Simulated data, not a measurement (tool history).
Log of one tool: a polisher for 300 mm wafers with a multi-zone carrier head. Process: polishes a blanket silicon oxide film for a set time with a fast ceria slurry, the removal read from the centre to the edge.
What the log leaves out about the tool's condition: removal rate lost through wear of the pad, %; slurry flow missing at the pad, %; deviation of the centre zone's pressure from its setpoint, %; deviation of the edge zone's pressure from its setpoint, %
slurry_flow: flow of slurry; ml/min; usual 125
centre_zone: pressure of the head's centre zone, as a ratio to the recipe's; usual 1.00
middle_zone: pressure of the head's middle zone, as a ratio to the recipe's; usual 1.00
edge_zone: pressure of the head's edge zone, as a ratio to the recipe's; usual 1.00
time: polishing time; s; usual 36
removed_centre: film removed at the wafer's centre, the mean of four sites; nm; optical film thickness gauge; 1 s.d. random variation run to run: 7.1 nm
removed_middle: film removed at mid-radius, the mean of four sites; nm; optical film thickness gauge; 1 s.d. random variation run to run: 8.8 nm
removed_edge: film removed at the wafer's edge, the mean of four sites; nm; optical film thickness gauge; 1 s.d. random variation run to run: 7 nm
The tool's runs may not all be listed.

| run | day | slurry_flow | centre_zone | middle_zone | edge_zone | time | wafers since the last listed run | wafers polished on this pad | hours since the slurry nozzle was cleaned | hours since the centre zone pressure was calibrated | hours since the edge zone pressure was calibrated | hours since the carrier head's membrane was replaced | incoming thickness of the incoming film, nm | removed_centre | removed_middle | removed_edge |
|---|---|---|---|---|---|---|---|---|---|---|---|---|---|---|---|---|
| 1 | 0.000 | 125 | 1.00 | 1.06 | 1.00 | 28 | 0 | 311 | 472.4 | 347.7 | 767.4 | 1736.8 | 1605.0 | 451.0 | 474.1 | 454.4 |
| 2 | 0.542 | 125 | 1.00 | 1.06 | 1.00 | 28 | 166 | 477 | 485.4 | 360.7 | 780.4 | 1749.8 | 1613.4 | 448.9 | 483.5 | 471.9 |
| 3 | 1.262 | 125 | 1.00 | 1.06 | 1.00 | 36 | 220 | 698 | 502.7 | 378.0 | 797.7 | 1767.1 | 1587.8 | 593.7 | 619.8 | 589.5 |
| 4 | 1.692 | 125 | 1.00 | 1.06 | 1.00 | 36 | 131 | 830 | 513.0 | 388.3 | 808.0 | 1777.4 | 1616.6 | 583.6 | 604.4 | 585.4 |
| 5 | 2.217 | 125 | 1.03 | 1.00 | 1.00 | 36 | 160 | 991 | 525.6 | 400.9 | 820.6 | 1790.0 | 1608.0 | 596.0 | 589.7 | 589.8 |
| 6 | 2.821 | 125 | 1.03 | 1.00 | 1.00 | 36 | 185 | 1176 | 540.1 | 415.4 | 835.1 | 1804.5 | 1625.6 | 599.6 | 592.4 | 589.0 |
|  | 3.308 | worn pad replaced by a new one |
| 7 | 3.475 | 125 | 1.03 | 1.00 | 1.00 | 36 | 149 | 51 | 555.8 | 431.1 | 850.8 | 1820.2 | 1592.6 | 579.5 | 595.8 | 583.9 |
| 8 | 5.008 | 125 | 1.00 | 1.00 | 1.00 | 36 | 469 | 521 | 592.6 | 467.9 | 887.6 | 1857.0 | 1597.7 | 572.2 | 586.7 | 590.8 |
| 9 | 5.492 | 125 | 1.00 | 1.00 | 1.00 | 36 | 148 | 669 | 604.2 | 479.5 | 899.2 | 1868.6 | 1599.4 | 581.8 | 598.6 | 589.0 |
|  | 6.233 | slurry nozzle cleaned |
|  | 6.733 | edge zone pressure recalibrated |
| 10 | 7.162 | 125 | 1.00 | 1.00 | 1.00 | 36 | 473 | 1143 | 22.3 | 519.6 | 10.3 | 1908.7 | 1607.1 | 579.5 | 586.0 | 589.3 |
| 11 | 7.800 | 125 | 1.00 | 1.00 | 1.06 | 36 | 195 | 1338 | 37.6 | 534.9 | 25.6 | 1924.0 | 1588.8 | 585.2 | 604.7 | 610.0 |
|  | 8.383 | worn pad replaced by a new one |
| 12 | 8.542 | 105 | 1.05 | 1.03 | 1.00 | 42 | 176 | 48 | 55.4 | 552.7 | 43.4 | 1941.8 | 1587.7 | 689.5 | 692.0 | 663.5 |
| 13 | 9.275 | 115 | 0.95 | 1.00 | 1.00 | 36 | 224 | 273 | 73.0 | 570.3 | 61.0 | 1959.4 | 1577.2 | 542.2 | 576.8 | 588.8 |
|  | 9.921 | centre zone pressure recalibrated |
| 14 | 9.942 | 90 | 1.00 | 1.00 | 1.00 | 36 | 178 | 451 | 89.0 | 0.5 | 77.0 | 1975.4 | 1600.6 | 543.0 | 556.9 | 569.6 |
| 15 | 10.225 | 125 | 1.10 | 1.09 | 1.00 | 36 | 86 | 538 | 95.8 | 7.3 | 83.8 | 1982.2 | 1613.5 | 628.7 | 643.5 | 606.5 |
| 16 | 10.479 | 125 | 1.00 | 1.00 | 1.00 | 36 | 77 | 616 | 101.9 | 13.4 | 89.9 | 1988.3 | 1619.3 | 581.6 | 589.9 | 580.7 |
|  | 10.871 | carrier head's membrane replaced by a new one |
| 17 | 10.892 | 125 | 1.00 | 1.00 | 1.00 | 36 | 62 | 679 | 111.8 | 23.3 | 99.8 | 0.5 | 1619.2 | 587.7 | 596.2 | 581.2 |
| 18 | 11.554 | 125 | 1.00 | 1.00 | 1.00 | 36 | 203 | 882 | 127.7 | 39.2 | 115.7 | 16.4 | 1606.9 | 580.7 | 577.2 | 597.0 |
| 19 | 12.067 | 155 | 1.00 | 1.00 | 1.00 | 43 | 157 | 1039 | 140.0 | 51.5 | 128.0 | 28.7 | 1607.9 | 729.8 | 734.6 | 730.1 |
| 20 | 12.550 | 125 | 1.00 | 1.00 | 1.00 | 30 | 148 | 1187 | 151.6 | 63.1 | 139.6 | 40.3 | 1598.8 | 482.6 | 486.0 | 490.7 |
|  | 12.825 | worn pad replaced by a new one |
| 21 | 12.879 | 95 | 1.10 | 0.94 | 0.95 | 36 | 49 | 16 | 159.5 | 71.0 | 147.5 | 48.2 | 1597.5 | 603.0 | 528.0 | 553.9 |
| 22 | 13.304 | 125 | 1.00 | 1.00 | 0.94 | 43 | 130 | 146 | 169.7 | 81.2 | 157.7 | 58.4 | 1594.0 | 703.3 | 707.5 | 685.6 |
| 23 | 13.854 | 125 | 1.00 | 1.03 | 1.09 | 36 | 168 | 315 | 182.9 | 94.4 | 170.9 | 71.6 | 1610.2 | 581.7 | 603.7 | 622.1 |

Hidden condition of the tool, last listed run before each entry between runs versus first listed run after:
Logged between run 6 and run 7: worn pad replaced by a new one (day 3.308)
  both runs share identical hidden conditions
Logged between run 9 and run 10: slurry nozzle cleaned (day 6.233); edge zone pressure recalibrated (day 6.733)
  both runs share identical hidden conditions
Logged between run 11 and run 12: worn pad replaced by a new one (day 8.383)
  both runs share identical hidden conditions
Logged between run 13 and run 14: centre zone pressure recalibrated (day 9.921)
  both runs share identical hidden conditions
Logged between run 16 and run 17: carrier head's membrane replaced by a new one (day 10.871)
  both runs share identical hidden conditions
Logged between run 20 and run 21: worn pad replaced by a new one (day 12.825)
  both runs share identical hidden conditions

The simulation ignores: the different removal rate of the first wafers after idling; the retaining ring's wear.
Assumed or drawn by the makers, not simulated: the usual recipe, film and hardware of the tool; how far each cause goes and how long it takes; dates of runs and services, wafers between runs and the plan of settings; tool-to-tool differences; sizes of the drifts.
